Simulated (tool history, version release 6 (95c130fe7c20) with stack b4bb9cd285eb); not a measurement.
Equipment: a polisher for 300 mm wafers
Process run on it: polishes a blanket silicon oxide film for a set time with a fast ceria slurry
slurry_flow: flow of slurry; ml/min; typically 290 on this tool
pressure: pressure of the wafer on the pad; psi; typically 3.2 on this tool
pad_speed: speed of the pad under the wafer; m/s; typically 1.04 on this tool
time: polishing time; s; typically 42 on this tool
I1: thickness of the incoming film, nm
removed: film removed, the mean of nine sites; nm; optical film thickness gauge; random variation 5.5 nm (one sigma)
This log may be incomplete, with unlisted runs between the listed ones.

{"run": 1, "hour": 0.0, "slurry_flow": 370, "pressure": 3.2, "pad_speed": 1.04, "time": 42, "I1": 3961, "removed": 692.3}
{"run": 2, "hour": 94.6, "slurry_flow": 290, "pressure": 3.2, "pad_speed": 1.04, "time": 42, "I1": 3845.7, "removed": 671.6}
{"run": 3, "hour": 138.3, "slurry_flow": 290, "pressure": 3.2, "pad_speed": 1.04, "time": 42, "I1": 3853, "removed": 674.6}
{"run": 4, "hour": 222.5, "slurry_flow": 290, "pressure": 3.2, "pad_speed": 1.04, "time": 42, "I1": 3902.2, "removed": 677}
{"run": 5, "hour": 271.1, "slurry_flow": 290, "pressure": 3.2, "pad_speed": 1.04, "time": 42, "I1": 3827, "removed": 666.7}
{"run": 6, "hour": 323.2, "slurry_flow": 290, "pressure": 3.2, "pad_speed": 1.04, "time": 42, "I1": 3878.7, "removed": 663.4}
{"run": 7, "hour": 415.2, "slurry_flow": 290, "pressure": 3.2, "pad_speed": 1.04, "time": 42, "I1": 3846.4, "removed": 650.2}
{"run": 8, "hour": 466.7, "slurry_flow": 290, "pressure": 3.2, "pad_speed": 1.04, "time": 42, "I1": 3847.5, "removed": 651.9}
{"run": 9, "hour": 509.3, "slurry_flow": 290, "pressure": 3.2, "pad_speed": 1.04, "time": 42, "I1": 3871.4, "removed": 648.3}
{"run": 10, "hour": 599.1, "slurry_flow": 290, "pressure": 3.2, "pad_speed": 1.04, "time": 42, "I1": 3830.2, "removed": 649.6}
{"run": 11, "hour": 684.8, "slurry_flow": 290, "pressure": 3.2, "pad_speed": 1.04, "time": 42, "I1": 3839.1, "removed": 682}
{"run": 12, "hour": 751.7, "slurry_flow": 355, "pressure": 3.2, "pad_speed": 1.04, "time": 42, "I1": 3881.5, "removed": 688.9}
{"run": 13, "hour": 797.3, "slurry_flow": 290, "pressure": 2.9, "pad_speed": 1.04, "time": 32, "I1": 3845.4, "removed": 470.7}
{"run": 14, "hour": 849.9, "slurry_flow": 320, "pressure": 2.9, "pad_speed": 0.92, "time": 29, "I1": 3828.6, "removed": 377.2}
{"run": 15, "hour": 888.3, "slurry_flow": 290, "pressure": 2.9, "pad_speed": 1.04, "time": 32, "I1": 3800.6, "removed": 458.8}
{"run": 16, "hour": 948.4, "slurry_flow": 290, "pressure": 3.2, "pad_speed": 1.26, "time": 42, "I1": 3888.5, "removed": 806.4}
{"run": 17, "hour": 1035.7, "slurry_flow": 290, "pressure": 3.2, "pad_speed": 1.04, "time": 42, "I1": 3903.1, "removed": 656.7}
{"run": 18, "hour": 1124.9, "slurry_flow": 245, "pressure": 3.2, "pad_speed": 1.04, "time": 42, "I1": 3920, "removed": 642.7}
{"run": 19, "hour": 1207.9, "slurry_flow": 290, "pressure": 3.2, "pad_speed": 1.04, "time": 42, "I1": 3846, "removed": 643.9}
{"run": 20, "hour": 1287.2, "slurry_flow": 190, "pressure": 2.3, "pad_speed": 1.04, "time": 42, "I1": 3840.1, "removed": 432.6}
{"run": 21, "hour": 1385.8, "slurry_flow": 290, "pressure": 3.2, "pad_speed": 1.04, "time": 42, "I1": 3926.8, "removed": 675.1}
{"run": 22, "hour": 1436.2, "slurry_flow": 220, "pressure": 4.2, "pad_speed": 1.04, "time": 34, "I1": 3886.7, "removed": 695.7}
{"run": 23, "hour": 1496.6, "slurry_flow": 290, "pressure": 2.8, "pad_speed": 1.14, "time": 42, "I1": 3804.6, "removed": 652.7}
{"run": 24, "hour": 1564.9, "slurry_flow": 335, "pressure": 3.6, "pad_speed": 1.04, "time": 54, "I1": 3862, "removed": 979.7}
{"run": 25, "hour": 1671.3, "slurry_flow": 290, "pressure": 3.2, "pad_speed": 1.04, "time": 51, "I1": 3918.1, "removed": 790.5}
{"run": 26, "hour": 1845.9, "slurry_flow": 290, "pressure": 3.2, "pad_speed": 1.04, "time": 42, "I1": 3919.6, "removed": 640.4}
{"run": 27, "hour": 1946.7, "slurry_flow": 225, "pressure": 4, "pad_speed": 0.82, "time": 32, "I1": 3883.9, "removed": 472.8}
{"run": 28, "hour": 2021.7, "slurry_flow": 290, "pressure": 2.9, "pad_speed": 1.04, "time": 32, "I1": 3810, "removed": 470.1}
{"run": 29, "hour": 2116.3, "slurry_flow": 290, "pressure": 2.1, "pad_speed": 1.22, "time": 29, "I1": 3936, "removed": 358.6}
{"run": 30, "hour": 2155.6, "slurry_flow": 290, "pressure": 3.2, "pad_speed": 1.04, "time": 42, "I1": 3861.4, "removed": 665.9}
{"run": 31, "hour": 2197.2, "slurry_flow": 260, "pressure": 3.2, "pad_speed": 0.84, "time": 42, "I1": 3856.6, "removed": 529.4}
{"run": 32, "hour": 2293.9, "slurry_flow": 230, "pressure": 3.2, "pad_speed": 1.04, "time": 42, "I1": 3855.3, "removed": 640.8}
{"run": 33, "hour": 2334.1, "slurry_flow": 290, "pressure": 3.2, "pad_speed": 1.04, "time": 42, "I1": 3906.4, "removed": 655.6}
{"run": 34, "hour": 2373.4, "slurry_flow": 385, "pressure": 3.8, "pad_speed": 1.04, "time": 42, "I1": 3885.5, "removed": 784.4}
{"run": 35, "hour": 2435.0, "slurry_flow": 290, "pressure": 2.9, "pad_speed": 1.04, "time": 42, "I1": 3837.2, "removed": 586.6}
{"run": 36, "hour": 2513.9, "slurry_flow": 290, "pressure": 3.2, "pad_speed": 1.04, "time": 42, "I1": 3806.1, "removed": 644.6}
{"run": 37, "hour": 2552.1, "slurry_flow": 290, "pressure": 3.2, "pad_speed": 1.04, "time": 42, "I1": 3849.1, "removed": 648.6}

Taken out of this log: 9 entries between the listed runs. Where each belongs, and how the hidden state differs across it:
From run 2 to run 3: head pressure recalibrated (hour 115)
  removal rate lost through wear of the pad, %: 1.86 -> 2.3
  measured value less the no-hidden-state value, removed: -12.7 -> -15.9 nm
From run 8 to run 9: slurry nozzle cleaned (hour 493.4)
  removal rate lost through wear of the pad, %: 5.64 -> 6.08
  measured value less the no-hidden-state value, removed: -39 -> -41.9 nm
From run 10 to run 11: worn pad replaced by a new one (hour 620.8)
  removal rate lost through wear of the pad, %: 6.99 -> 0.777
  measured value less the no-hidden-state value, removed: -48.8 -> -5.4 nm
From run 19 to run 20: slurry nozzle cleaned (hour 1213); head pressure recalibrated (hour 1214.5)
  removal rate lost through wear of the pad, %: 6.1 -> 6.91
  measured value less the no-hidden-state value, removed: -41.8 -> -32.1 nm
From run 20 to run 21: worn pad replaced by a new one (hour 1324.3)
  removal rate lost through wear of the pad, %: 6.91 -> 1.07
  measured value less the no-hidden-state value, removed: -32.1 -> -7.2 nm
From run 27 to run 28: slurry nozzle cleaned (hour 1956.2); worn pad replaced by a new one (hour 2021.2)
  removal rate lost through wear of the pad, %: 6.78 -> 1.22
  measured value less the no-hidden-state value, removed: -34.4 -> -5.8 nm
From run 31 to run 32: head pressure recalibrated (hour 2209)
  removal rate lost through wear of the pad, %: 3.01 -> 3.99
  measured value less the no-hidden-state value, removed: -16.4 -> -26.6 nm
